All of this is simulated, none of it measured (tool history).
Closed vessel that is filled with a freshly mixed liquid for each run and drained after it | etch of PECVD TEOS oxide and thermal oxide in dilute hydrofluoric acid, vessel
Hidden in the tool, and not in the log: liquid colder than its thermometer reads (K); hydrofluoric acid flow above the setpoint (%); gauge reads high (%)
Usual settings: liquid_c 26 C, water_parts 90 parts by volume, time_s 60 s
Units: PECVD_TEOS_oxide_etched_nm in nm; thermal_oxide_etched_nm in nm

run	hour	liquid_c	water_parts	time_s	wafers since the last listed run	hours since the thermometer was replaced	hours since the hydrofluoric acid flow meter was replaced	hours since the gauge calibration	read-back film thickness of the PECVD TEOS oxide reference wafer, read on the same gauge (nm)	read-back film thickness of the thermal oxide reference wafer, read on the same gauge (nm)	PECVD_TEOS_oxide_etched_nm	thermal_oxide_etched_nm
1	0	26	90	60	0	298.4	965	545.4	60.12	30.007	9.59	3.36
2	269.1	26	65	60	23793	567.5	1234.1	814.5	59.95	29.954	13.69	4.79
3	340.5	26	65	60	6313	638.9	1305.5	885.9	59.89	29.96	13.61	4.803
4	391.6	26	90	60	4518	690	1356.6	937	59.84	29.93	9.48	3.312
5	467.5	26	90	60	6710	765.9	1432.5	1012.9	59.81	29.895	9.44	3.325
6	574.2	26	90	60	9434	872.6	1539.2	1119.6	59.74	29.847	9.53	3.351
7	640.8	26	90	60	5888	939.2	1605.8	1186.2	59.66	29.84	9.49	3.348
8	723.5	26	90	60	7312	1021.9	1688.5	1268.9	59.56	29.809	9.5	3.3
9	961	26	90	60	20999	1259.4	1926	1506.4	59.39	29.669	9.46	3.307
10	1028.3	22	60	60	5950	1326.7	1993.3	1573.7	59.31	29.635	12.48	4.382
11	1121.3	22	60	60	8222	1419.7	2086.3	1666.7	59.15	29.594	12.38	4.384
12	1208.3	22	60	60	7692	1506.7	2173.3	1753.7	59.08	29.536	12.38	4.353
13	1284.3	26	90	60	6719	1582.7	2249.3	1829.7	59	29.496	9.44	3.302
14	1337.8	26	90	60	4730	1636.2	2302.8	1883.2	58.9	29.436	9.4	3.23
15	1430.3	26	90	60	8178	1728.7	2395.3	1975.7	58.74	29.376	9.31	3.289
# hour 1469.8: thermometer replaced
16	1471.2	26	45	90	3527	1.4	2436.2	2016.6	58.73	29.362	29.76	10.487
17	1565.1	26	90	60	8302	95.3	2530.1	2110.5	58.61	29.28	9.29	3.271
18	1609.4	27.5	50	35	3916	139.6	2574.4	2154.8	58.52	29.265	10.86	3.836
# hour 1616.5: gauge calibrated
19	1693.5	26	65	60	7435	223.7	2658.5	77	59.79	29.887	13.66	4.774
# hour 1700.3: hydrofluoric acid flow meter replaced
20	1821.7	23	45	40	11246	351.9	121.4	205.2	59.8	29.871	11.94	4.203
21	1870.4	24.5	90	30	4305	400.6	170.1	253.9	59.76	29.897	4.48	1.558
22	1918.3	26	50	60	4235	448.5	218	301.8	59.81	29.874	17.94	6.375
23	1958.9	28.5	90	75	3589	489.1	258.6	342.4	59.75	29.89	13.1	4.601
24	2021.5	27.5	125	70	5534	551.7	321.2	405	59.7	29.862	8.05	2.824
25	2071.5	23.5	55	95	4420	601.7	371.2	455	59.73	29.851	23.32	8.121
26	2152.3	26	90	60	7144	682.5	452	535.8	59.66	29.854	9.46	3.334
27	2258.4	21.5	60	70	9381	788.6	558.1	641.9	59.68	29.816	14.34	5.049

3 ways to go on from here, each from the tool as it stands after run 27. What would each give?
A	2259.1	30.5	90	60	61	789.3	558.8	642.6	?	?	?	?
B	2259.1	26	90	30	61	789.3	558.8	642.6	?	?	?	?
C	2259.1	21.5	70	60	61	789.3	558.8	642.6	?	?	?	?

run	read-back film thickness of the PECVD TEOS oxide reference wafer, read on the same gauge (nm)	read-back film thickness of the thermal oxide reference wafer, read on the same gauge (nm)	PECVD_TEOS_oxide_etched_nm	thermal_oxide_etched_nm
A	59.66	29.834	11.18	3.979
B	59.66	29.834	4.7	1.674
C	59.66	29.834	10.34	3.682
Without the tool's hidden state the same runs would have given:
run	PECVD_TEOS_oxide_etched_nm	thermal_oxide_etched_nm
A	11.24	4.003
B	4.73	1.684
C	10.4	3.704

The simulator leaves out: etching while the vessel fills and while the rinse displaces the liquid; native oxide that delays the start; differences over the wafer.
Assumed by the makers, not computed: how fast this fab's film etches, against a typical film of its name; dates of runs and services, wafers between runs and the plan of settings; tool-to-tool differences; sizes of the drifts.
